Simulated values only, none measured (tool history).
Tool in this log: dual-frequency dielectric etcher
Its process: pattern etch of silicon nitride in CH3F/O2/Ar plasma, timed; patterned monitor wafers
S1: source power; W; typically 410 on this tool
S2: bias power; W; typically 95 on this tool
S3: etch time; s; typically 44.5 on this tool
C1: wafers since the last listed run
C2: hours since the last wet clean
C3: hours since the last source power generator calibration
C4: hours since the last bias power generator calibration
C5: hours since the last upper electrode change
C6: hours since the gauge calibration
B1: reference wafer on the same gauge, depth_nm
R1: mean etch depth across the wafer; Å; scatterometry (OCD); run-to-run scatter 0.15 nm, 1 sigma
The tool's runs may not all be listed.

run   hour   S1   S2    S3   C1     C2      C3      C4      C5     C6     B1     R1
  1    0.0  410   95  44.5    0  111.1  2893.4  1361.4  2125.6  606.0  36.76  351.8
      11.2  -- gauge calibrated
  2   15.3  410   95  49.0  289  126.4  2908.7  1376.7  2140.9    4.1  36.80  384.4
  3   49.9  410   95  49.0  654  161.0  2943.3  1411.3  2175.5   38.7  36.77  386.1
  4   78.5  410   95  44.5  540  189.6  2971.9  1439.9  2204.1   67.3  36.82  350.5
  5  110.6  410   78  44.5  607  221.7  3004.0  1472.0  2236.2   99.4  36.80  330.5
  6  128.1  410   78  44.5  330  239.2  3021.5  1489.5  2253.7  116.9  36.80  331.7
  7  152.0  410   95  44.5  451  263.1  3045.4  1513.4  2277.6  140.8  36.79  347.2
  8  174.0  410   95  44.5  416  285.1  3067.4  1535.4  2299.6  162.8  36.80  344.0
  9  207.8  410   95  44.5  639  318.9  3101.2  1569.2  2333.4  196.6  36.80  346.6
     241.6  -- wet clean of the chamber
 10  242.1  340   95  44.5  194    0.5  3135.5  1603.5  2367.7  230.9  36.83  314.8
 11  242.4  340   95  44.5    5    0.8  3135.8  1603.8  2368.0  231.2  36.81  312.9
 12  263.5  410   95  44.5  399   21.9  3156.9  1624.9  2389.1  252.3  36.83  350.4
 13  294.5  410   95  44.5  586   52.9  3187.9  1655.9  2420.1  283.3  36.80  353.7
     338.0  -- upper electrode replaced, of another model than before
 14  338.5  410   95  44.5  378   96.9  3231.9  1699.9     0.5  327.3  36.79  350.7
 15  352.8  410  102  44.5  270  111.2  3246.2  1714.2    14.8  341.6  36.76  360.3
     361.3  -- source power generator calibrated
 16  377.0  340   95  44.5  382  135.4    15.7  1738.4    39.0  365.8  36.78  327.4
 17  410.8  410   95  44.5  639  169.2    49.5  1772.2    72.8  399.6  36.77  351.7
 18  444.5  410   83  31.0  637  202.9    83.2  1805.9   106.5  433.3  36.79  228.4
 19  473.2  410   79  58.0  542  231.6   111.9  1834.6   135.2  462.0  36.78  421.4
 20  502.5  480  116  33.5  554  260.9   141.2  1863.9   164.5  491.3  36.80  299.0
     522.8  -- bias power generator calibrated
 21  523.3  450   95  41.0  317  281.7   162.0     0.5   185.3  512.1  36.79  330.1
 22  555.9  350  103  37.0  616  314.3   194.6    33.1   217.9  544.7  36.78  283.3
     566.0  -- gauge calibrated
 23  585.9  350   95  44.5  567  344.3   224.6    63.1   247.9   19.9  36.79  326.7
 24  605.6  410   95  44.5  372  364.0   244.3    82.8   267.6   39.6  36.78  342.0
 25  635.6  410   95  44.5  567  394.0   274.3   112.8   297.6   69.6  36.78  343.0
     662.7  -- wet clean of the chamber
 26  663.2  440   95  44.5   68    0.5   301.9   140.4   325.2   97.2  36.80  359.9
 27  671.0  440  106  44.5  147    8.3   309.7   148.2   333.0  105.0  36.81  378.8
 28  696.2  490   95  31.5  476   33.5   334.9   173.4   358.2  130.2  36.83  266.0
 29  726.1  410   95  35.5  565   63.4   364.8   203.3   388.1  160.1  36.83  281.2
 30  749.3  410   83  31.0  438   86.6   388.0   226.5   411.3  183.3  36.82  230.4
 31  766.2  410   95  37.0  319  103.5   404.9   243.4   428.2  200.2  36.82  291.3

Alternative continuations, all from the tool just after run 31; predict every row:
  A  766.6  410  95  44.5   7  103.9  405.3  243.8  428.6  200.6   ?   ?
  B  766.6  500  78  33.0   7  103.9  405.3  243.8  428.6  200.6   ?   ?
  C  766.6  510  76  54.5   7  103.9  405.3  243.8  428.6  200.6   ?   ?

run     B1     R1
  A  36.80  349.8
  B  36.80  256.4
  C  36.80  422.1
What these runs would have given with no unlogged condition in the tool:
run     R1
  A  351.9
  B  258.0
  C  424.7
